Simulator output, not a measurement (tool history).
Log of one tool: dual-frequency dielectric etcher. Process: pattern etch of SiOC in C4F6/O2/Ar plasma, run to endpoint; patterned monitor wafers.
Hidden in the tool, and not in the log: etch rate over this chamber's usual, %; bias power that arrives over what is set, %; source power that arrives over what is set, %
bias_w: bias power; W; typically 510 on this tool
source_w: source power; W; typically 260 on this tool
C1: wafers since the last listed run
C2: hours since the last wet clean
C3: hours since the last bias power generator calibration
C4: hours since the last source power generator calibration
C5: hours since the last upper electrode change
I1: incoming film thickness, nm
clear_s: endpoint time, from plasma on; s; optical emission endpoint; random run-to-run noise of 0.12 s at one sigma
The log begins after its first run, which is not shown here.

run 2 hour=17.9 | bias_w=476 source_w=260 | C1=361 C2=365.4 C3=1952.6 C4=3143.1 C5=5182.2 | I1=45.12 | clear_s=17.4
run 3 hour=25.9 | bias_w=476 source_w=260 | C1=161 C2=373.4 C3=1960.6 C4=3151.1 C5=5190.2 | I1=43.97 | clear_s=16.9
run 4 hour=37.6 | bias_w=476 source_w=260 | C1=236 C2=385.1 C3=1972.3 C4=3162.8 C5=5201.9 | I1=44.55 | clear_s=17.2
run 5 hour=46.5 | bias_w=610 source_w=310 | C1=179 C2=394 C3=1981.2 C4=3171.7 C5=5210.8 | I1=44.26 | clear_s=15.2
run 6 hour=59.8 | bias_w=610 source_w=310 | C1=268 C2=407.3 C3=1994.5 C4=3185 C5=5224.1 | I1=44.28 | clear_s=15.2
-- hour=69.1 source power generator calibrated
run 7 hour=80.5 | bias_w=610 source_w=310 | C1=337 C2=428 C3=2015.2 C4=11.4 C5=5244.8 | I1=44.49 | clear_s=15
run 8 hour=90.3 | bias_w=424 source_w=260 | C1=198 C2=437.8 C3=2025 C4=21.2 C5=5254.6 | I1=43.92 | clear_s=17
run 9 hour=105.9 | bias_w=424 source_w=260 | C1=315 C2=453.4 C3=2040.6 C4=36.8 C5=5270.2 | I1=44.45 | clear_s=17.3
run 10 hour=119.3 | bias_w=572 source_w=280 | C1=270 C2=466.8 C3=2054 C4=50.2 C5=5283.6 | I1=43.9 | clear_s=15.7
run 11 hour=125.5 | bias_w=572 source_w=280 | C1=125 C2=473 C3=2060.2 C4=56.4 C5=5289.8 | I1=43.92 | clear_s=15.5
run 12 hour=139.8 | bias_w=572 source_w=280 | C1=289 C2=487.3 C3=2074.5 C4=70.7 C5=5304.1 | I1=44.48 | clear_s=15.8
run 13 hour=155.1 | bias_w=510 source_w=260 | C1=309 C2=502.6 C3=2089.8 C4=86 C5=5319.4 | I1=44.38 | clear_s=16.2
run 14 hour=165.3 | bias_w=510 source_w=260 | C1=206 C2=512.8 C3=2100 C4=96.2 C5=5329.6 | I1=44.15 | clear_s=16.3
run 15 hour=175.7 | bias_w=451 source_w=220 | C1=210 C2=523.2 C3=2110.4 C4=106.6 C5=5340 | I1=44.23 | clear_s=17.6
run 16 hour=182.1 | bias_w=510 source_w=260 | C1=129 C2=529.6 C3=2116.8 C4=113 C5=5346.4 | I1=44.21 | clear_s=16.3
-- hour=186.3 bias power generator calibrated
run 17 hour=189 | bias_w=510 source_w=300 | C1=58 C2=536.5 C3=2.7 C4=119.9 C5=5353.3 | I1=44.28 | clear_s=16
-- hour=219.4 wet clean of the chamber
run 18 hour=219.9 | bias_w=510 source_w=260 | C1=139 C2=0.5 C3=33.6 C4=150.8 C5=5384.2 | I1=44.33 | clear_s=17.1
run 19 hour=230.9 | bias_w=476 source_w=260 | C1=222 C2=11.5 C3=44.6 C4=161.8 C5=5395.2 | I1=44.36 | clear_s=17.5

What does the tool deliver on the next run?
run 20 hour=239.7 | bias_w=477 source_w=210 | C1=177 C2=20.3 C3=53.4 C4=170.6 C5=5404 | I1=44.03 | clear_s=?

Logged for run 20: clear_s 18.3 s.
If the tool had no hidden condition, the same run with the same run-to-run variation would have returned clear_s 18.4 s.

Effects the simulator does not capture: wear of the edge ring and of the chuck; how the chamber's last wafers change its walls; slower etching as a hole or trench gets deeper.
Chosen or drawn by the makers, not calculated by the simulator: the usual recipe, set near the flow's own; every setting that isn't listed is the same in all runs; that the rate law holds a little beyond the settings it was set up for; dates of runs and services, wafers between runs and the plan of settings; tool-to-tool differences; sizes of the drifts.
